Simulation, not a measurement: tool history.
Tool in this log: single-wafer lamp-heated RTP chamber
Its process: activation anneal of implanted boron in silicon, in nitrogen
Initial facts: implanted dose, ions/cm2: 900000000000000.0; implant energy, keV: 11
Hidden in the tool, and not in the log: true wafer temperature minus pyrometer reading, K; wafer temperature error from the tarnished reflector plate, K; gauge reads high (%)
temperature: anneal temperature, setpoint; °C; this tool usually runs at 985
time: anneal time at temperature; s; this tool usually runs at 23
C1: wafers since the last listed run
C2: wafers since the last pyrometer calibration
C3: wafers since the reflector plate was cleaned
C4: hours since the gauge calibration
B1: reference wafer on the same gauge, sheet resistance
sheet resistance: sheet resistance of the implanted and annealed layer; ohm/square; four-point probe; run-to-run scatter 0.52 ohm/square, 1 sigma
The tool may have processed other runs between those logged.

{"run": 1, "hour": 0.0, "temperature": 985, "time": 23, "C1": 0, "C2": 1740, "C3": 10579, "C4": 557.4, "B1": 119.01, "sheet resistance": 133.85}
{"hour": 46.1, "done": "reflector plate cleaned"}
{"run": 2, "hour": 61.2, "temperature": 985, "time": 23, "C1": 623, "C2": 2364, "C3": 176, "C4": 618.6, "B1": 118.95, "sheet resistance": 136.53}
{"run": 3, "hour": 167.9, "temperature": 964, "time": 23, "C1": 1251, "C2": 3616, "C3": 1428, "C4": 725.3, "B1": 118.85, "sheet resistance": 151.83}
{"run": 4, "hour": 265.2, "temperature": 964, "time": 23, "C1": 1141, "C2": 4757, "C3": 2569, "C4": 822.6, "B1": 118.96, "sheet resistance": 150.58}
{"run": 5, "hour": 353.5, "temperature": 964, "time": 23, "C1": 1035, "C2": 5792, "C3": 3604, "C4": 910.9, "B1": 118.93, "sheet resistance": 150.44}
{"run": 6, "hour": 431.8, "temperature": 996, "time": 33, "C1": 918, "C2": 6711, "C3": 4523, "C4": 989.2, "B1": 119.02, "sheet resistance": 129.48}
{"run": 7, "hour": 478.5, "temperature": 996, "time": 33, "C1": 547, "C2": 7258, "C3": 5070, "C4": 1035.9, "B1": 118.95, "sheet resistance": 128.79}
{"hour": 526.2, "done": "pyrometer window cleaned and pyrometer calibrated"}
{"run": 8, "hour": 556.5, "temperature": 996, "time": 33, "C1": 820, "C2": 355, "C3": 5891, "C4": 1113.9, "B1": 119.07, "sheet resistance": 130.47}
{"run": 9, "hour": 639.7, "temperature": 972, "time": 23, "C1": 975, "C2": 1331, "C3": 6867, "C4": 1197.1, "B1": 119.05, "sheet resistance": 142.26}
{"run": 10, "hour": 695.8, "temperature": 985, "time": 23, "C1": 657, "C2": 1988, "C3": 7525, "C4": 1253.2, "B1": 119.03, "sheet resistance": 134.14}
{"run": 11, "hour": 748.8, "temperature": 985, "time": 23, "C1": 621, "C2": 2610, "C3": 8147, "C4": 1306.2, "B1": 119.01, "sheet resistance": 133.42}
{"hour": 827.2, "done": "reflector plate cleaned"}
{"run": 12, "hour": 827.7, "temperature": 985, "time": 23, "C1": 831, "C2": 3442, "C3": 5, "C4": 1385.1, "B1": 119, "sheet resistance": 133.13}
{"run": 13, "hour": 917.6, "temperature": 985, "time": 23, "C1": 1054, "C2": 4496, "C3": 1059, "C4": 1475, "B1": 119.14, "sheet resistance": 132.13}
{"run": 14, "hour": 998.2, "temperature": 977, "time": 23, "C1": 945, "C2": 5441, "C3": 2005, "C4": 1555.6, "B1": 118.95, "sheet resistance": 136.59}
{"run": 15, "hour": 1096.2, "temperature": 985, "time": 23, "C1": 1149, "C2": 6591, "C3": 3154, "C4": 1653.6, "B1": 119.09, "sheet resistance": 132.88}
{"hour": 1127.3, "done": "pyrometer window cleaned and pyrometer calibrated"}
{"run": 16, "hour": 1197.2, "temperature": 985, "time": 23, "C1": 1090, "C2": 819, "C3": 4245, "C4": 1754.6, "B1": 118.86, "sheet resistance": 131.45}
{"run": 17, "hour": 1241.5, "temperature": 963, "time": 15, "C1": 519, "C2": 1339, "C3": 4764, "C4": 1798.9, "B1": 119.12, "sheet resistance": 148.15}
{"run": 18, "hour": 1281.5, "temperature": 1012, "time": 36, "C1": 469, "C2": 1808, "C3": 5234, "C4": 1838.9, "B1": 118.81, "sheet resistance": 125.62}
{"hour": 1316.8, "done": "reflector plate cleaned, repeated, since the last time left the tool worse"}
{"run": 19, "hour": 1367.5, "temperature": 1008, "time": 11, "C1": 914, "C2": 2723, "C3": 594, "C4": 1924.9, "B1": 119.11, "sheet resistance": 130.8}
{"run": 20, "hour": 1414.5, "temperature": 985, "time": 23, "C1": 551, "C2": 3274, "C3": 1145, "C4": 1971.9, "B1": 118.99, "sheet resistance": 136.13}
{"run": 21, "hour": 1501.9, "temperature": 985, "time": 13, "C1": 1025, "C2": 4299, "C3": 2170, "C4": 2059.3, "B1": 119.15, "sheet resistance": 139.44}
{"run": 22, "hour": 1568.8, "temperature": 985, "time": 11, "C1": 784, "C2": 5084, "C3": 2955, "C4": 2126.2, "B1": 118.96, "sheet resistance": 140.29}
{"run": 23, "hour": 1620.3, "temperature": 961, "time": 19, "C1": 604, "C2": 5688, "C3": 3559, "C4": 2177.7, "B1": 118.85, "sheet resistance": 157.31}
{"hour": 1645.0, "done": "gauge calibrated"}
{"run": 24, "hour": 1731.8, "temperature": 972, "time": 33, "C1": 1307, "C2": 6996, "C3": 4867, "C4": 86.8, "B1": 119.04, "sheet resistance": 140.12}
{"hour": 1790.2, "done": "pyrometer window cleaned and pyrometer calibrated"}
{"run": 25, "hour": 1790.7, "temperature": 962, "time": 13, "C1": 596, "C2": 5, "C3": 5464, "C4": 145.7, "B1": 118.89, "sheet resistance": 159.35}
{"run": 26, "hour": 1847.3, "temperature": 985, "time": 23, "C1": 663, "C2": 669, "C3": 6128, "C4": 202.3, "B1": 118.98, "sheet resistance": 135.15}
{"run": 27, "hour": 1954.7, "temperature": 993, "time": 19, "C1": 1259, "C2": 1929, "C3": 7387, "C4": 309.7, "B1": 119, "sheet resistance": 132.36}
{"run": 28, "hour": 2015.6, "temperature": 985, "time": 23, "C1": 714, "C2": 2643, "C3": 8102, "C4": 370.6, "B1": 118.94, "sheet resistance": 134.59}
{"run": 29, "hour": 2099.2, "temperature": 1011, "time": 23, "C1": 980, "C2": 3624, "C3": 9082, "C4": 454.2, "B1": 119.07, "sheet resistance": 127.19}
{"hour": 2298.2, "done": "reflector plate cleaned"}
{"hour": 2307.7, "done": "pyrometer window cleaned and pyrometer calibrated"}
{"run": 30, "hour": 2422.0, "temperature": 1013, "time": 12, "C1": 3598, "C2": 1340, "C3": 1358, "C4": 777, "B1": 119.01, "sheet resistance": 129.32}
{"run": 31, "hour": 2487.4, "temperature": 977, "time": 29, "C1": 767, "C2": 2107, "C3": 2125, "C4": 842.4, "B1": 118.99, "sheet resistance": 139.02}
{"run": 32, "hour": 2554.2, "temperature": 955, "time": 16, "C1": 783, "C2": 2891, "C3": 2908, "C4": 909.2, "B1": 118.97, "sheet resistance": 168.94}
{"run": 33, "hour": 2655.8, "temperature": 985, "time": 23, "C1": 1191, "C2": 4082, "C3": 4100, "C4": 1010.8, "B1": 118.87, "sheet resistance": 135.82}

State the hidden condition of the tool at each of the runs:
true wafer temperature minus pyrometer reading, K: 0 on each run
gauge reads high (%): 0 on each run
H1: wafer temperature error from the tarnished reflector plate, K
run=1 H1=5.52
run=2 H1=0.397
run=3 H1=1.01
run=4 H1=1.57
run=5 H1=2.07
run=6 H1=2.52
run=7 H1=2.79
run=8 H1=3.23
run=9 H1=3.71
run=10 H1=4.03
run=11 H1=4.33
run=12 H1=7.66
run=13 H1=8.17
run=14 H1=8.63
run=15 H1=9.2
run=16 H1=9.77
run=17 H1=10
run=18 H1=10.3
run=19 H1=0.428
run=20 H1=0.698
run=21 H1=1.2
run=22 H1=1.58
run=23 H1=1.88
run=24 H1=2.51
run=25 H1=2.85
run=26 H1=3.18
run=27 H1=3.79
run=28 H1=4.14
run=29 H1=4.62
run=30 H1=0.846
run=31 H1=1.22
run=32 H1=1.6
run=33 H1=2.18

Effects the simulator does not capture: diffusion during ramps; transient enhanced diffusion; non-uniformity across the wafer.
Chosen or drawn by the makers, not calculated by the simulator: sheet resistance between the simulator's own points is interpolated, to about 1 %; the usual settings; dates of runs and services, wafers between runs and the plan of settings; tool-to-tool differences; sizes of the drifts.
